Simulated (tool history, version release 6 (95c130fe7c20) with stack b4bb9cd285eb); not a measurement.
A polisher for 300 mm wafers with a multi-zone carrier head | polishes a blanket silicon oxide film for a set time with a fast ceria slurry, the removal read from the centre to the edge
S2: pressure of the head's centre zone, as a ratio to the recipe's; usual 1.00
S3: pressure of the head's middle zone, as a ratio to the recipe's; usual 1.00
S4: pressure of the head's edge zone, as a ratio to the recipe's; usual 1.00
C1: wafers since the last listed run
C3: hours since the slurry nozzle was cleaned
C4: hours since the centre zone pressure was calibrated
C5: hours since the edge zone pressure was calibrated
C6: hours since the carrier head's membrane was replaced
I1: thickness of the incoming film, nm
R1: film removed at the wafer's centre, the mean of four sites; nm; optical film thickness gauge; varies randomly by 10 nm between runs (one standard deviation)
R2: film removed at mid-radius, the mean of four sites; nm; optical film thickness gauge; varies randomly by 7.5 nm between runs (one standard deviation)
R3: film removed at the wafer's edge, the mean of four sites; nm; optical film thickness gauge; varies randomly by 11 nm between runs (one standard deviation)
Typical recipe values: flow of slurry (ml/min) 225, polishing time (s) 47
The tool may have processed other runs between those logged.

run 1 hour=0.0 | flow_of_slurry_(ml/min)=170 S2=0.88 S3=1.00 S4=1.00 polishing_time_(s)=38 | C1=0 wafers_polished_on_this_pad=517 C3=117.5 C4=166.3 C5=0.5 C6=838.5 | I1=2486.8 | R1=543.3 R2=591.2 R3=606.3
run 2 hour=15.3 | flow_of_slurry_(ml/min)=305 S2=1.00 S3=1.00 S4=1.04 polishing_time_(s)=36 | C1=222 wafers_polished_on_this_pad=739 C3=132.8 C4=181.6 C5=15.8 C6=853.8 | I1=2510.0 | R1=596.5 R2=570.8 R3=611.2
run 3 hour=43.5 | flow_of_slurry_(ml/min)=225 S2=1.00 S3=1.00 S4=1.00 polishing_time_(s)=47 | C1=409 wafers_polished_on_this_pad=1149 C3=161.0 C4=209.8 C5=44.0 C6=882.0 | I1=2480.7 | R1=728.8 R2=738.6 R3=742.7
run 4 hour=92.6 | flow_of_slurry_(ml/min)=290 S2=1.00 S3=1.00 S4=1.00 polishing_time_(s)=42 | C1=713 wafers_polished_on_this_pad=1862 C3=210.1 C4=258.9 C5=93.1 C6=931.1 | I1=2541.7 | R1=680.4 R2=656.3 R3=666.4
run 5 hour=120.8 | flow_of_slurry_(ml/min)=225 S2=1.00 S3=1.00 S4=1.00 polishing_time_(s)=47 | C1=409 wafers_polished_on_this_pad=2272 C3=238.3 C4=287.1 C5=121.3 C6=959.3 | I1=2528.6 | R1=741.8 R2=710.8 R3=741.4
run 6 hour=139.2 | flow_of_slurry_(ml/min)=275 S2=0.94 S3=1.08 S4=1.00 polishing_time_(s)=47 | C1=267 wafers_polished_on_this_pad=2539 C3=256.7 C4=305.5 C5=139.7 C6=977.7 | I1=2525.7 | R1=705.8 R2=752.9 R3=728.2
run 7 hour=168.4 | flow_of_slurry_(ml/min)=225 S2=1.00 S3=1.00 S4=1.00 polishing_time_(s)=36 | C1=424 wafers_polished_on_this_pad=2963 C3=285.9 C4=334.7 C5=168.9 C6=1006.9 | I1=2557.3 | R1=562.8 R2=533.4 R3=562.9
-- hour=176.0 worn pad replaced by a new one
run 8 hour=186.4 | flow_of_slurry_(ml/min)=175 S2=0.96 S3=1.10 S4=1.00 polishing_time_(s)=62 | C1=203 wafers_polished_on_this_pad=150 C3=303.9 C4=352.7 C5=186.9 C6=1024.9 | I1=2523.8 | R1=941.9 R2=1044.2 R3=974.2
-- hour=202.1 carrier head's membrane replaced by a new one
run 9 hour=215.8 | flow_of_slurry_(ml/min)=225 S2=1.00 S3=1.00 S4=1.06 polishing_time_(s)=47 | C1=354 wafers_polished_on_this_pad=504 C3=333.3 C4=382.1 C5=216.3 C6=13.7 | I1=2533.7 | R1=744.5 R2=731.6 R3=778.1
run 10 hour=241.2 | flow_of_slurry_(ml/min)=225 S2=1.00 S3=1.00 S4=1.00 polishing_time_(s)=47 | C1=368 wafers_polished_on_this_pad=873 C3=358.7 C4=407.5 C5=241.7 C6=39.1 | I1=2518.8 | R1=743.3 R2=720.6 R3=747.7
run 11 hour=262.5 | flow_of_slurry_(ml/min)=290 S2=0.95 S3=1.11 S4=1.09 polishing_time_(s)=47 | C1=309 wafers_polished_on_this_pad=1183 C3=380.0 C4=428.8 C5=263.0 C6=60.4 | I1=2488.7 | R1=745.7 R2=801.6 R3=800.1
run 12 hour=282.3 | flow_of_slurry_(ml/min)=225 S2=0.96 S3=1.08 S4=1.00 polishing_time_(s)=34 | C1=287 wafers_polished_on_this_pad=1471 C3=399.8 C4=448.6 C5=282.8 C6=80.2 | I1=2492.9 | R1=519.8 R2=562.0 R3=527.9
run 13 hour=306.9 | flow_of_slurry_(ml/min)=205 S2=1.00 S3=1.00 S4=1.00 polishing_time_(s)=53 | C1=357 wafers_polished_on_this_pad=1828 C3=424.4 C4=473.2 C5=307.4 C6=104.8 | I1=2489.0 | R1=821.2 R2=788.4 R3=817.4
run 14 hour=329.8 | flow_of_slurry_(ml/min)=225 S2=0.96 S3=1.00 S4=0.89 polishing_time_(s)=56 | C1=332 wafers_polished_on_this_pad=2161 C3=447.3 C4=496.1 C5=330.3 C6=127.7 | I1=2546.5 | R1=841.7 R2=851.4 R3=820.1
run 15 hour=363.5 | flow_of_slurry_(ml/min)=205 S2=1.00 S3=0.96 S4=1.04 polishing_time_(s)=47 | C1=489 wafers_polished_on_this_pad=2650 C3=481.0 C4=529.8 C5=364.0 C6=161.4 | I1=2516.8 | R1=731.5 R2=661.0 R3=719.7
run 16 hour=378.4 | flow_of_slurry_(ml/min)=225 S2=1.00 S3=1.00 S4=1.00 polishing_time_(s)=47 | C1=216 wafers_polished_on_this_pad=2867 C3=495.9 C4=544.7 C5=378.9 C6=176.3 | I1=2542.2 | R1=728.9 R2=702.2 R3=722.5
-- hour=386.4 slurry nozzle cleaned
-- hour=394.4 worn pad replaced by a new one
run 17 hour=401.5 | flow_of_slurry_(ml/min)=225 S2=1.04 S3=1.00 S4=1.05 polishing_time_(s)=47 | C1=262 wafers_polished_on_this_pad=103 C3=15.1 C4=567.8 C5=402.0 C6=199.4 | I1=2524.5 | R1=788.1 R2=731.6 R3=782.6
run 18 hour=430.1 | flow_of_slurry_(ml/min)=225 S2=1.00 S3=1.00 S4=1.00 polishing_time_(s)=36 | C1=415 wafers_polished_on_this_pad=519 C3=43.7 C4=596.4 C5=430.6 C6=228.0 | I1=2488.9 | R1=595.4 R2=567.7 R3=584.4
run 19 hour=454.9 | flow_of_slurry_(ml/min)=225 S2=0.94 S3=1.00 S4=1.00 polishing_time_(s)=47 | C1=360 wafers_polished_on_this_pad=879 C3=68.5 C4=621.2 C5=455.4 C6=252.8 | I1=2517.1 | R1=724.6 R2=730.8 R3=759.8
run 20 hour=504.8 | flow_of_slurry_(ml/min)=290 S2=1.00 S3=1.00 S4=0.93 polishing_time_(s)=47 | C1=724 wafers_polished_on_this_pad=1604 C3=118.4 C4=671.1 C5=505.3 C6=302.7 | I1=2491.9 | R1=763.4 R2=744.0 R3=718.0
run 21 hour=534.5 | flow_of_slurry_(ml/min)=225 S2=1.00 S3=1.00 S4=1.10 polishing_time_(s)=47 | C1=431 wafers_polished_on_this_pad=2035 C3=148.1 C4=700.8 C5=535.0 C6=332.4 | I1=2542.6 | R1=732.8 R2=704.6 R3=778.6
run 22 hour=595.2 | flow_of_slurry_(ml/min)=150 S2=1.00 S3=1.00 S4=1.00 polishing_time_(s)=60 | C1=881 wafers_polished_on_this_pad=2917 C3=208.8 C4=761.5 C5=595.7 C6=393.1 | I1=2493.7 | R1=893.3 R2=861.4 R3=887.2
run 23 hour=627.1 | flow_of_slurry_(ml/min)=225 S2=1.00 S3=0.89 S4=1.08 polishing_time_(s)=47 | C1=463 wafers_polished_on_this_pad=3381 C3=240.7 C4=793.4 C5=627.6 C6=425.0 | I1=2507.9 | R1=715.6 R2=620.6 R3=747.4

Hidden state at the last listed run before each entry between runs and at the first one after, where it differs:
After run 7, before run 8: worn pad replaced by a new one (hour 176.0)
  removal rate lost through wear of the pad, %: 6.9 -> 0.94
  measured less the result without the state, R1: -41.7 -> -8.9 nm; R2: -39.6 -> -9.9 nm; R3: -41.7 -> -9.2 nm
After run 8, before run 9: carrier head's membrane replaced by a new one (hour 202.1)
  removal rate lost through wear of the pad, %: 0.94 -> 1.84
  measured less the result without the state, R1: -8.9 -> -14.0 nm; R2: -9.9 -> -13.7 nm; R3: -9.2 -> -14.6 nm
After run 16, before run 17: slurry nozzle cleaned (hour 386.4); worn pad replaced by a new one (hour 394.4)
  removal rate lost through wear of the pad, %: 6.84 -> 1.09
  measured less the result without the state, R1: -53.5 -> -8.6 nm; R2: -51.6 -> -8.0 nm; R3: -53.0 -> -8.6 nm
